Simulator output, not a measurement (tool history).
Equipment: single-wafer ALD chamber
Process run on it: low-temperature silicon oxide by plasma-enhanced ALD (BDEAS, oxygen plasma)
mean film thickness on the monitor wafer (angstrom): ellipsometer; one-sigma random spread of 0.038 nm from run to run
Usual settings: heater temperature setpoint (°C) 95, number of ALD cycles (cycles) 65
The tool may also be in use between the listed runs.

run	hour	heater temperature setpoint (°C)	number of ALD cycles (cycles)	wafers since the last listed run	hours since the last thermocouple change	hours since the gauge calibration	read-back reference wafer on the same gauge, thickness_nm	mean film thickness on the monitor wafer (angstrom)
1	0	103	71	0	1069.7	1205.2	8.703	108.2
2	55.5	95	65	299	1125.2	1260.7	8.696	100.73
3	105.8	100	65	271	1175.5	1311	8.699	98.74
4	177.7	100	65	387	1247.4	1382.9	8.691	99.46
# hour 258.3: thermocouple changed; heater temperature recalibrated
5	273.4	95	56	472	15.1	1478.6	8.706	86.93
6	361.5	95	56	474	103.2	1566.7	8.696	87.35
# hour 415.9: gauge calibrated
7	416.6	95	56	296	158.3	0.7	8.695	87.1
8	478.2	95	65	331	219.9	62.3	8.691	100.82
9	522.2	95	65	237	263.9	106.3	8.706	100.72
10	587.3	95	65	350	329	171.4	8.699	100.79
11	692.3	95	65	565	434	276.4	8.708	100.91
12	739.9	95	65	256	481.6	324	8.706	100.47
13	821.9	95	65	441	563.6	406	8.692	101.29
14	922	95	65	539	663.7	506.1	8.705	100.77
15	995.1	105	65	393	736.8	579.2	8.695	98.13
16	1096.1	95	72	544	837.8	680.2	8.696	111.24
17	1191.8	95	72	515	933.5	775.9	8.706	112
18	1260	95	72	367	1001.7	844.1	8.702	111.18
19	1351.9	95	65	495	1093.6	936	8.712	99.84
20	1424.1	95	65	389	1165.8	1008.2	8.694	99.77
21	1477.2	95	65	286	1218.9	1061.3	8.695	99.37
22	1544.4	95	65	362	1286.1	1128.5	8.71	99.45
23	1621	87	65	412	1362.7	1205.1	8.706	101.63
24	1708.9	100	61	473	1450.6	1293	8.693	92.15
25	1755.2	101	76	249	1496.9	1339.3	8.702	115.02
# hour 1817.4: thermocouple changed; heater temperature recalibrated
26	1817.9	85	71	294	0.5	1402	8.706	114
27	1883.9	86	53	355	66.5	1468	8.706	84.24
# hour 1913.7: gauge calibrated
28	1961.8	95	55	419	144.4	48.1	8.707	85.33
29	2056.6	95	70	510	239.2	142.9	8.702	108.91
30	2123.8	105	57	362	306.4	210.1	8.69	86.36
31	2190.2	103	76	357	372.8	276.5	8.696	115.41
32	2294	108	65	559	476.6	380.3	8.694	98.34
33	2382.3	95	65	475	564.9	468.6	8.688	100.42
34	2469.6	90	77	470	652.2	555.9	8.7	120.66
35	2514.8	82	57	243	697.4	601.1	8.705	91.48
36	2562.9	95	53	259	745.5	649.2	8.696	82.2
37	2622	89	65	318	804.6	708.3	8.702	102.31
38	2681.8	81	59	322	864.4	768.1	8.698	95.19
39	2726.1	100	65	238	908.7	812.4	8.677	98.43
40	2771.5	91	58	244	954.1	857.8	8.695	90.13
41	2856.3	95	65	456	1038.9	942.6	8.694	99.9
42	2951.2	95	65	511	1133.8	1037.5	8.7	100.33

Here are 3 independent what-if runs from the current tool condition. What would each one return?
A	2951.7	95	65	2	1134.3	1038	?	?
B	2951.7	99	61	2	1134.3	1038	?	?
C	2951.7	104	70	2	1134.3	1038	?	?

run	read-back reference wafer on the same gauge, thickness_nm	mean film thickness on the monitor wafer (angstrom)
A	8.716	99.95
B	8.716	92.98
C	8.716	105.8
With no hidden state in the tool, these same runs would have given:
run	mean film thickness on the monitor wafer (angstrom)
A	101.33
B	93.85
C	106.55
